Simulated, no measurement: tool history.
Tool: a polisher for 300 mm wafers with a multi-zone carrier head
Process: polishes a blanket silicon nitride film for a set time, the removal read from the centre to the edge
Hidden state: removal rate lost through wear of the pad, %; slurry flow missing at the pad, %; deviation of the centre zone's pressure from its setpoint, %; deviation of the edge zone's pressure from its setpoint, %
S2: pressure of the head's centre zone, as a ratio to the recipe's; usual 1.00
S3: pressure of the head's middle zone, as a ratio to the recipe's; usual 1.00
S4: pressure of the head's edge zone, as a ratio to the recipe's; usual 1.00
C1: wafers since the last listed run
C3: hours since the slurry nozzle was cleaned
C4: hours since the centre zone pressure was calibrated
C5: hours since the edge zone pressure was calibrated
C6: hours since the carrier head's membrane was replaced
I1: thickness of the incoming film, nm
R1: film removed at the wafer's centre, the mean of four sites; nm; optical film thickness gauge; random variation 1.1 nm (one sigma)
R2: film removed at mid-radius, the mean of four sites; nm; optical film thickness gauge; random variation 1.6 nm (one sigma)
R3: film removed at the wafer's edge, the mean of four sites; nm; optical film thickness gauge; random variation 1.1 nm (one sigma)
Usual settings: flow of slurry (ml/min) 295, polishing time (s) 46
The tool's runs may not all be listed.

Run 1, day 0.000: usual settings but S3 0.90; C1 0; wafers polished on this pad 193; C3 493.8; C4 953.4; C5 1330.8; C6 796.6; I1 928.5. Result: R1 141.3 nm, R2 129.5 nm, R3 143.9 nm.
Run 2, day 0.546: usual settings but S3 1.09; C1 141; wafers polished on this pad 335; C3 506.9; C4 966.5; C5 1343.9; C6 809.7; I1 933.5. Result: R1 138.4 nm, R2 150.7 nm, R3 140.8 nm.
Run 3, day 1.362: usual settings; C1 211; wafers polished on this pad 546; C3 526.5; C4 986.1; C5 1363.5; C6 829.3; I1 905.0. Result: R1 136.8 nm, R2 139.0 nm, R3 140.9 nm.
Run 4, day 1.946: usual settings; C1 151; wafers polished on this pad 698; C3 540.5; C4 1000.1; C5 1377.5; C6 843.3; I1 906.9. Result: R1 135.2 nm, R2 134.2 nm, R3 139.5 nm.
At day 2.533: worn pad replaced by a new one.
Run 5, day 2.658: usual settings but S4 0.94; C1 141; wafers polished on this pad 32; C3 557.6; C4 1017.2; C5 1394.6; C6 860.4; I1 922.9. Result: R1 140.5 nm, R2 145.4 nm, R3 139.9 nm.
Run 6, day 2.925: usual settings; C1 69; wafers polished on this pad 101; C3 564.0; C4 1023.6; C5 1401.0; C6 866.8; I1 919.0. Result: R1 140.1 nm, R2 142.2 nm, R3 144.6 nm.
Run 7, day 3.292: usual settings; C1 95; wafers polished on this pad 196; C3 572.8; C4 1032.4; C5 1409.8; C6 875.6; I1 918.5. Result: R1 138.3 nm, R2 141.9 nm, R3 142.9 nm.
At day 3.983: centre zone pressure recalibrated.
Run 8, day 4.029: usual settings; C1 169; wafers polished on this pad 366; C3 590.5; C4 1.1; C5 1427.5; C6 893.3; I1 922.5. Result: R1 138.5 nm, R2 138.6 nm, R3 142.1 nm.
Run 9, day 4.392: usual settings; C1 94; wafers polished on this pad 460; C3 599.2; C4 9.8; C5 1436.2; C6 902.0; I1 920.8. Result: R1 137.0 nm, R2 140.6 nm, R3 138.4 nm.
At day 4.671: carrier head's membrane replaced by a new one.
Run 10, day 4.692: usual settings; C1 23; wafers polished on this pad 483; C3 606.4; C4 17.0; C5 1443.4; C6 0.5; I1 935.0. Result: R1 136.7 nm, R2 139.0 nm, R3 139.6 nm.
Run 11, day 5.062: usual settings; C1 96; wafers polished on this pad 580; C3 615.3; C4 25.9; C5 1452.3; C6 9.4; I1 933.8. Result: R1 138.4 nm, R2 138.0 nm, R3 140.1 nm.
Run 12, day 5.492: usual settings but S4 0.90; C1 111; wafers polished on this pad 691; C3 625.6; C4 36.2; C5 1462.6; C6 19.7; I1 917.7. Result: R1 135.1 nm, R2 138.1 nm, R3 131.6 nm.
At day 5.988: edge zone pressure recalibrated.
At day 6.042: worn pad replaced by a new one.
Run 13, day 7.025: usual settings; C1 361; wafers polished on this pad 254; C3 662.4; C4 73.0; C5 24.9; C6 56.5; I1 926.8. Result: R1 140.0 nm, R2 142.0 nm, R3 142.1 nm.
At day 7.175: slurry nozzle cleaned.
Run 14, day 7.354: usual settings but flow of slurry (ml/min) 345, S3 1.12, S4 0.90, polishing time (s) 60; C1 74; wafers polished on this pad 329; C3 4.3; C4 80.9; C5 32.8; C6 64.4; I1 924.1. Result: R1 183.5 nm, R2 203.3 nm, R3 180.6 nm.
Run 15, day 7.912: usual settings but S2 1.07, S3 0.92, S4 0.93, polishing time (s) 58; C1 144; wafers polished on this pad 473; C3 17.7; C4 94.3; C5 46.2; C6 77.8; I1 918.8. Result: R1 183.1 nm, R2 162.0 nm, R3 172.9 nm.
Run 16, day 8.446: usual settings; C1 138; wafers polished on this pad 612; C3 30.5; C4 107.1; C5 59.0; C6 90.6; I1 913.6. Result: R1 136.4 nm, R2 138.4 nm, R3 139.7 nm.
Run 17, day 8.738: usual settings but flow of slurry (ml/min) 345, polishing time (s) 57; C1 75; wafers polished on this pad 687; C3 37.5; C4 114.1; C5 66.0; C6 97.6; I1 914.8. Result: R1 167.7 nm, R2 172.2 nm, R3 172.5 nm.
At day 8.917: worn pad replaced by a new one.
Run 18, day 9.379: usual settings but S2 0.96, polishing time (s) 59; C1 123; wafers polished on this pad 120; C3 52.9; C4 129.5; C5 81.4; C6 113.0; I1 917.6. Result: R1 176.2 nm, R2 183.6 nm, R3 185.1 nm.
Run 19, day 10.104: usual settings but flow of slurry (ml/min) 390, S3 1.07, polishing time (s) 53; C1 188; wafers polished on this pad 308; C3 70.3; C4 146.9; C5 98.8; C6 130.4; I1 935.5. Result: R1 165.1 nm, R2 177.0 nm, R3 168.4 nm.
Run 20, day 10.571: usual settings; C1 121; wafers polished on this pad 429; C3 81.5; C4 158.1; C5 110.0; C6 141.6; I1 928.8. Result: R1 136.7 nm, R2 139.5 nm, R3 140.6 nm.
Run 21, day 11.183: usual settings but S4 1.03, polishing time (s) 39; C1 158; wafers polished on this pad 588; C3 96.2; C4 172.8; C5 124.7; C6 156.3; I1 920.6. Result: R1 114.3 nm, R2 117.5 nm, R3 121.0 nm.
Run 22, day 11.500: usual settings but S3 1.03, S4 1.09, polishing time (s) 41; C1 82; wafers polished on this pad 670; C3 103.8; C4 180.4; C5 132.3; C6 163.9; I1 922.9. Result: R1 120.6 nm, R2 127.0 nm, R3 127.6 nm.

Forecast each of these 4 alternatives for the next run:
Run A, day 11.517: usual settings but S4 0.89; C1 4; wafers polished on this pad 674; C3 104.2; C4 180.8; C5 132.7; C6 164.3; I1 919.4. Result: R1 ?, R2 ?, R3 ?.
Run B, day 11.517: usual settings but flow of slurry (ml/min) 220; C1 4; wafers polished on this pad 674; C3 104.2; C4 180.8; C5 132.7; C6 164.3; I1 919.4. Result: R1 ?, R2 ?, R3 ?.
Run C, day 11.517: usual settings but flow of slurry (ml/min) 210, S3 0.89, S4 0.91; C1 4; wafers polished on this pad 674; C3 104.2; C4 180.8; C5 132.7; C6 164.3; I1 919.4. Result: R1 ?, R2 ?, R3 ?.
Run D, day 11.517: usual settings but flow of slurry (ml/min) 390; C1 4; wafers polished on this pad 674; C3 104.2; C4 180.8; C5 132.7; C6 164.3; I1 919.4. Result: R1 ?, R2 ?, R3 ?.

run     R1     R2     R3
  A  134.8  135.4  132.5
  B  129.2  130.2  136.0
  C  128.0  117.3  129.5
  D  138.7  138.9  142.8
Without the tool's hidden state the same runs would have given:
run     R1     R2     R3
  A  141.1  141.6  138.7
  B  135.2  136.3  142.3
  C  134.0  122.7  135.5
  D  145.2  145.4  149.5
